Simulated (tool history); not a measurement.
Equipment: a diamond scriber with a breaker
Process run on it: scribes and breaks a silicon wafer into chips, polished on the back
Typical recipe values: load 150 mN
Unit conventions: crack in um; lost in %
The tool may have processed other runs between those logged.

run	hour	load	incoming depth of the damage left on the back of the incoming wafer, um	crack	lost
1	0	141	0.04	10.4	2.9
2	66	141	0.05	10.6	3.08
# hour 108.9: diamond tip replaced by a new one
3	149.4	141	0.02	11.13	2.14
4	192.2	161	0.01	11.79	1.17
5	282.6	150	0.03	10.87	2.75
6	390.2	150	0.02	10.35	3.82
# hour 394.2: load on the tip recalibrated
7	426.6	185	0.04	13.11	1.5
8	500.9	185	0.01	13.02	1.37
9	569.8	167	0.01	12.32	1.01
10	670.6	167	0.05	12.13	0.96
11	708.5	150	0.02	11.19	1.76
12	750.7	150	0.03	11.23	2
# hour 888.9: diamond tip replaced by a new one
13	954.4	172	0.03	12.45	1.17
14	991.4	150	0.02	11.32	1.91
15	1034.6	150	0.02	11.16	2.16
16	1076.5	150	0.04	10.87	2.27
# hour 1080.1: load on the tip recalibrated
17	1145	150	0.04	11.2	1.66
18	1252.8	139	0.04	10.82	2.85
19	1299.4	175	0.05	12.3	0.99
20	1386.4	174	0.03	12.2	1.12
21	1494.2	189	0.01	12.61	1.08
22	1550.8	150	0.04	10.67	2.9
23	1626.1	119	0.03	9.08	9.91
24	1664	150	0.04	10.53	3.72
25	1709.2	150	0.02	10.35	3.76
# hour 1732.8: diamond tip replaced by a new one
# hour 1802.9: load on the tip recalibrated
26	1803.4	109	0.02	9.9	5.99
27	1888.7	150	0.03	11.75	1.32
28	1961.8	177	0.04	12.4	1.15
29	2039.6	192	0.05	13.05	1.35
30	2120.7	180	0.04	12.49	1.09
31	2181.5	130	0.04	10.07	4.61
32	2288.3	111	0.03	8.93	10.56
33	2382.8	115	0.01	8.95	8.28
# hour 2401.9: load on the tip recalibrated
34	2459.9	150	0.01	11.15	2.25
# hour 2466.7: diamond tip replaced by a new one
35	2496.7	116	0.02	10.15	4.57
36	2555.2	113	0.01	9.9	5.79
37	2620.6	164	0.03	12	0.89
38	2689.6	133	0.05	10.65	3.47
39	2733.5	134	0.01	10.34	3.37

Each row is a separate what-if for the run after 39, all from the same tool condition, not one after another. Results?
A	2734.2	150	0.04	?	?
B	2734.2	166	0.04	?	?
C	2734.2	136	0.04	?	?
D	2734.2	163	0.04	?	?

run	crack	lost
A	11.17	2.23
B	11.87	1.36
C	10.54	3.79
D	11.74	1.46
With the hidden condition removed and each run's random variation left untouched, the same runs would have given:
run	crack	lost
A	12.3	1.22
B	13.07	1.62
C	11.61	1.59
D	12.93	1.49

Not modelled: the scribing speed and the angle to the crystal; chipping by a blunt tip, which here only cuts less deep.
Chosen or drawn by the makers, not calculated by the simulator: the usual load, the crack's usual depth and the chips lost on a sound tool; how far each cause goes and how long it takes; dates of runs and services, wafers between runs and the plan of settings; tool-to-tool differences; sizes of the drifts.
